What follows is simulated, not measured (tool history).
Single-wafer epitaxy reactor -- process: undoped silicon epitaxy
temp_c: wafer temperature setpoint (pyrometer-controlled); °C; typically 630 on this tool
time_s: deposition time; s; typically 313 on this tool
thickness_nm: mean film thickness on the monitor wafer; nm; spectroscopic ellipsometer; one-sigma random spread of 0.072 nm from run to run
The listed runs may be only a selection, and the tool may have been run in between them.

run     day  temp_c  time_s  wafers since the last listed run  hours since the last pyrometer calibration  hours since the gauge calibration  read-back reference wafer on the same gauge, thickness_nm  thickness_nm
  1       0     623     354                                 0                                      1557.5                              294.5                                                     36.947        34.752
  2   1.458     623     354                               161                                      1592.5                              329.5                                                     37.033        34.854
  3   2.683     630     313                               135                                      1621.9                              358.9                                                     37.138        36.293
  4   3.338     630     313                                72                                      1637.6                              374.6                                                     37.159        36.348
      4.242  -- gauge calibrated
  5   4.733     630     298                               154                                      1671.1                               11.8                                                     36.401        33.892
  6   5.571     630     298                                92                                      1691.2                               31.9                                                     36.404        33.959
  7   6.079     630     298                                56                                      1703.4                               44.1                                                     36.404        33.903
  8   7.533     630     313                               161                                      1738.3                                 79                                                     36.414        35.666
  9   8.167     630     313                                70                                      1753.5                               94.2                                                     36.428        35.657
 10   8.892     630     313                                80                                      1770.9                              111.6                                                     36.437        35.629
 11  10.142     630     313                               138                                      1800.9                              141.6                                                     36.484        35.595
 12    10.9     630     313                                83                                      1819.1                              159.8                                                     36.489        35.647
 13  11.621     630     313                                79                                      1836.4                              177.1                                                      36.53        35.675
     12.012  -- pyrometer calibrated
 14  12.412     630     313                                50                                         9.6                              196.1                                                     36.551        35.698
 15  13.371     630     270                               106                                        32.6                              219.1                                                     36.585        30.809
 16  13.946     630     347                                63                                        46.4                              232.9                                                     36.616        39.593
 17  15.138     630     313                               131                                          75                              261.5                                                     36.675        35.915
 18  16.942     618     313                               199                                       118.3                              304.8                                                     36.779        27.267
 19   18.05     643     290                               122                                       144.9                              331.4                                                     36.845        44.568
 20  19.362     630     313                               145                                       176.4                              362.9                                                     36.954        36.152
     20.033  -- gauge calibrated
 21  20.283     630     313                               101                                       198.5                                  6                                                     36.465        35.693
 22  21.458     615     276                               130                                       226.7                               34.2                                                     36.455        22.162
 23  22.804     621     374                               149                                         259                               66.5                                                      36.48        34.563
 24  23.471     630     343                                73                                         275                               82.5                                                     36.484         39.17
 25  26.412     641     313                               325                                       345.6                              153.1                                                     36.556        45.777
 26  27.733     630     294                               146                                       377.3                              184.8                                                     36.605         33.56
 27  29.204     630     335                               162                                       412.6                              220.1                                                     36.654        38.358

Below are 5 alternative next runs, each starting from the tool's condition after run 27. Predict each:
  A  29.225     630     313                                 2                                       413.1                              220.6                                                          ?             ?
  B  29.225     636     291                                 2                                       413.1                              220.6                                                          ?             ?
  C  29.225     624     313                                 2                                       413.1                              220.6                                                          ?             ?
  D  29.225     630     275                                 2                                       413.1                              220.6                                                          ?             ?
  E  29.225     616     286                                 2                                       413.1                              220.6                                                          ?             ?

run  read-back reference wafer on the same gauge, thickness_nm  thickness_nm
  A                                                      36.66        35.856
  B                                                      36.66        38.182
  C                                                      36.66        31.248
  D                                                      36.66        31.503
  E                                                      36.66        23.699
Take away the tool's hidden state, keep each run's random variation, and the runs would have read:
run  thickness_nm
  A        35.695
  B        38.011
  C        31.108
  D        31.362
  E        23.593
